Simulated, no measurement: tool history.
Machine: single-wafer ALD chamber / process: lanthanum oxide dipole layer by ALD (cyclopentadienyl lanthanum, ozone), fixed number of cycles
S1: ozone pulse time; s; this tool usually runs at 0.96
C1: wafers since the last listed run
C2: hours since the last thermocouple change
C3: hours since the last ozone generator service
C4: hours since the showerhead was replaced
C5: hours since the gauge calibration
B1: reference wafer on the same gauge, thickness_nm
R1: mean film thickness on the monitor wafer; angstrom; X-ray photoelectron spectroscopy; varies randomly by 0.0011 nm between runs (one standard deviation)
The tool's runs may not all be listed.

run	hour	S1	C1	C2	C3	C4	C5	B1	R1
1	0	0.74	0	1837.5	1238.6	3205.7	245.6	0.466	3.14
2	9.4	0.74	214	1846.9	1248	3215.1	255	0.467	3.13
3	20.7	0.74	257	1858.2	1259.3	3226.4	266.3	0.467	3.14
# hour 37.9: ozone generator serviced
4	38.6	0.83	225	1876.1	0.7	3244.3	284.2	0.467	3.95
5	49.5	0.83	248	1887	11.6	3255.2	295.1	0.467	3.95
6	58	0.83	193	1895.5	20.1	3263.7	303.6	0.467	3.94
7	73.6	0.96	355	1911.1	35.7	3279.3	319.2	0.467	4.36
8	81.5	0.96	179	1919	43.6	3287.2	327.1	0.467	4.35
9	88.7	0.96	163	1926.2	50.8	3294.4	334.3	0.467	4.35
10	102.5	0.96	314	1940	64.6	3308.2	348.1	0.467	4.35
11	113.5	0.96	250	1951	75.6	3319.2	359.1	0.467	4.33
12	122.9	0.63	214	1960.4	85	3328.6	368.5	0.467	2.72
13	132.7	1.22	223	1970.2	94.8	3338.4	378.3	0.467	4.82
14	147.3	0.68	332	1984.8	109.4	3353	392.9	0.467	3.06
# hour 158.5: showerhead replaced
15	191.3	0.96	819	2028.8	153.4	32.8	436.9	0.467	4.27
# hour 200.1: thermocouple changed; heater temperature recalibrated
16	200.5	0.75	27	0.4	162.6	42	446.1	0.467	3.46
17	217.7	0.96	391	17.6	179.8	59.2	463.3	0.467	4.26
18	226.5	0.76	200	26.4	188.6	68	472.1	0.467	3.47
19	234.3	1.19	177	34.2	196.4	75.8	479.9	0.467	4.74
20	243.4	0.96	207	43.3	205.5	84.9	489	0.467	4.23
# hour 248.7: gauge calibrated
21	259.7	0.96	371	59.6	221.8	101.2	11	0.467	4.25
22	272.7	0.78	296	72.6	234.8	114.2	24	0.467	3.55
23	283.7	0.58	250	83.6	245.8	125.2	35	0.467	2.2
24	291.4	0.84	175	91.3	253.5	132.9	42.7	0.467	3.83
25	304.2	1.08	291	104.1	266.3	145.7	55.5	0.467	4.49
26	321.6	0.6	396	121.5	283.7	163.1	72.9	0.467	2.35
27	328.2	1.32	150	128.1	290.3	169.7	79.5	0.467	4.86
28	336.5	1.15	188	136.4	298.6	178	87.8	0.467	4.63
29	342.9	0.62	145	142.8	305	184.4	94.2	0.467	2.52
30	349.8	0.81	157	149.7	311.9	191.3	101.1	0.467	3.64
31	362.2	0.96	282	162.1	324.3	203.7	113.5	0.467	4.19
32	370.5	1.14	188	170.4	332.6	212	121.8	0.467	4.6
33	377.5	0.96	159	177.4	339.6	219	128.8	0.467	4.18
34	390.9	1.06	305	190.8	353	232.4	142.2	0.467	4.41
35	408	0.96	389	207.9	370.1	249.5	159.3	0.467	4.17

Consider 3 possible next runs. They are alternatives, not a sequence: every one starts from the tool as it was left by run 35. What does each give?
A	408.4	0.96	9	208.3	370.5	249.9	159.7	?	?
B	408.4	1.09	9	208.3	370.5	249.9	159.7	?	?
C	408.4	1.33	9	208.3	370.5	249.9	159.7	?	?

run	B1	R1
A	0.467	4.15
B	0.467	4.47
C	0.467	4.82
Stripped of hidden state, with their random variation kept, the same runs would have yielded:
run	R1
A	4.42
B	4.69
C	4.96
